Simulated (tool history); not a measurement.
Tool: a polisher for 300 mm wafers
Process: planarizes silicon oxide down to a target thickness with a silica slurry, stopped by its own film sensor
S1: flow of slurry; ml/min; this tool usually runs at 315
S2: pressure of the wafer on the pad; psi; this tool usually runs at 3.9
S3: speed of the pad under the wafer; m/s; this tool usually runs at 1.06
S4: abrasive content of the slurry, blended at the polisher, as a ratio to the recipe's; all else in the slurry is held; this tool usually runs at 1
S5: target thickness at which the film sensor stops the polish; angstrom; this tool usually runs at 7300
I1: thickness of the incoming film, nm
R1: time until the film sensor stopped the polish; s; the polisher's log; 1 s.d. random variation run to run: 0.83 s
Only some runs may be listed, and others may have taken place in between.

{"run": 1, "hour": 0.0, "S1": 425, "S2": 3.9, "S3": 0.76, "S4": 1, "S5": 7300, "I1": 948.4, "R1": 82.8}
{"run": 2, "hour": 218.5, "S1": 315, "S2": 3.9, "S3": 1.06, "S4": 0.75, "S5": 7300, "I1": 949, "R1": 75.5}
{"run": 3, "hour": 271.2, "S1": 315, "S2": 3.9, "S3": 0.78, "S4": 1, "S5": 7300, "I1": 965.5, "R1": 87.4}
{"run": 4, "hour": 333.2, "S1": 315, "S2": 3.9, "S3": 1.06, "S4": 1, "S5": 7570, "I1": 966.4, "R1": 60.8}
{"run": 5, "hour": 386.2, "S1": 315, "S2": 5.1, "S3": 1.06, "S4": 1.25, "S5": 7300, "I1": 947.5, "R1": 42.7}
{"run": 6, "hour": 435.9, "S1": 245, "S2": 3.9, "S3": 1.26, "S4": 1, "S5": 7300, "I1": 957.6, "R1": 59.5}
{"run": 7, "hour": 536.1, "S1": 315, "S2": 3.9, "S3": 1.06, "S4": 1, "S5": 7300, "I1": 958.8, "R1": 67.6}
{"run": 8, "hour": 586.5, "S1": 315, "S2": 3.9, "S3": 0.88, "S4": 1.15, "S5": 7820, "I1": 954.5, "R1": 56.6}
{"run": 9, "hour": 677.7, "S1": 225, "S2": 4.5, "S3": 1.4, "S4": 1, "S5": 6900, "I1": 954.3, "R1": 57.7}
{"run": 10, "hour": 772.6, "S1": 315, "S2": 3.9, "S3": 1.06, "S4": 1, "S5": 7300, "I1": 958.8, "R1": 70.4}
{"run": 11, "hour": 821.0, "S1": 280, "S2": 4.7, "S3": 1.06, "S4": 1.1, "S5": 7300, "I1": 944.6, "R1": 51.1}
{"run": 12, "hour": 908.4, "S1": 280, "S2": 3.4, "S3": 1.06, "S4": 0.8, "S5": 8060, "I1": 973.2, "R1": 63.5}
{"run": 13, "hour": 1106.8, "S1": 315, "S2": 3.9, "S3": 0.92, "S4": 1, "S5": 7300, "I1": 959.6, "R1": 72.1}
{"run": 14, "hour": 1187.2, "S1": 315, "S2": 3.9, "S3": 1.06, "S4": 1, "S5": 7770, "I1": 942.6, "R1": 48.2}
{"run": 15, "hour": 1234.4, "S1": 315, "S2": 2.8, "S3": 1.06, "S4": 1, "S5": 7700, "I1": 945.1, "R1": 71}
{"run": 16, "hour": 1325.9, "S1": 240, "S2": 4.4, "S3": 0.72, "S4": 1, "S5": 7300, "I1": 973.9, "R1": 88.9}
{"run": 17, "hour": 1413.9, "S1": 315, "S2": 2.8, "S3": 1.06, "S4": 1, "S5": 7300, "I1": 961.6, "R1": 95.5}
{"run": 18, "hour": 1468.4, "S1": 375, "S2": 3.9, "S3": 0.84, "S4": 1, "S5": 7680, "I1": 959.5, "R1": 67.1}
{"run": 19, "hour": 1568.5, "S1": 315, "S2": 4.6, "S3": 1.06, "S4": 1, "S5": 7300, "I1": 970.8, "R1": 62}
{"run": 20, "hour": 1665.5, "S1": 245, "S2": 3.9, "S3": 1.06, "S4": 0.7, "S5": 7300, "I1": 952, "R1": 82.7}
{"run": 21, "hour": 1730.0, "S1": 315, "S2": 3.9, "S3": 1.06, "S4": 1, "S5": 7300, "I1": 952.5, "R1": 62.4}
{"run": 22, "hour": 1816.4, "S1": 315, "S2": 4.9, "S3": 1.06, "S4": 1, "S5": 7300, "I1": 976.6, "R1": 55.7}
{"run": 23, "hour": 1863.6, "S1": 315, "S2": 3.9, "S3": 1.06, "S4": 1, "S5": 7300, "I1": 962.6, "R1": 65.4}
{"run": 24, "hour": 1908.7, "S1": 360, "S2": 3.9, "S3": 1.22, "S4": 1.1, "S5": 7300, "I1": 966.3, "R1": 56.6}

Withheld: 13 entries from between the runs. Position of each, and hidden state at the listed run before versus the listed run after:
Between runs 1 and 2: head pressure recalibrated (hour 88.2); worn pad replaced by a new one (hour 108.8); slurry blender recalibrated (hour 178.4)
  removal rate lost through wear of the pad, %: 9.25 -> 3.71
  difference, measured minus the result without the unlogged condition, R1: +7.6 -> +2.8 s
Between runs 8 and 9: slurry nozzle cleaned (hour 603.2)
  removal rate lost through wear of the pad, %: 8.8 -> 10.1
  difference, measured minus the result without the unlogged condition, R1: +5 -> +5.8 s
Between runs 9 and 10: conditioning disc replaced and pad reconditioned (hour 709.2)
  removal rate lost through wear of the pad, %: 10.1 -> 11.4
  difference, measured minus the result without the unlogged condition, R1: +5.8 -> +8 s
Between runs 10 and 11: head pressure recalibrated (hour 817.9)
  removal rate lost through wear of the pad, %: 11.4 -> 12
  difference, measured minus the result without the unlogged condition, R1: +8 -> +6.2 s
Between runs 11 and 12: slurry blender recalibrated (hour 861.2); worn pad replaced by a new one (hour 865.7)
  removal rate lost through wear of the pad, %: 12 -> 0.843
  difference, measured minus the result without the unlogged condition, R1: +6.2 -> +0.5 s
Between runs 18 and 19: conditioning disc replaced and pad reconditioned (hour 1477.3); slurry nozzle cleaned (hour 1483.7); head pressure recalibrated (hour 1488.6)
  removal rate lost through wear of the pad, %: 8.6 -> 9.98
  difference, measured minus the result without the unlogged condition, R1: +5.7 -> +6.2 s
Between runs 19 and 20: worn pad replaced by a new one (hour 1625.2); slurry blender recalibrated (hour 1645.6)
  removal rate lost through wear of the pad, %: 9.98 -> 1.07
  difference, measured minus the result without the unlogged condition, R1: +6.2 -> +0.9 s
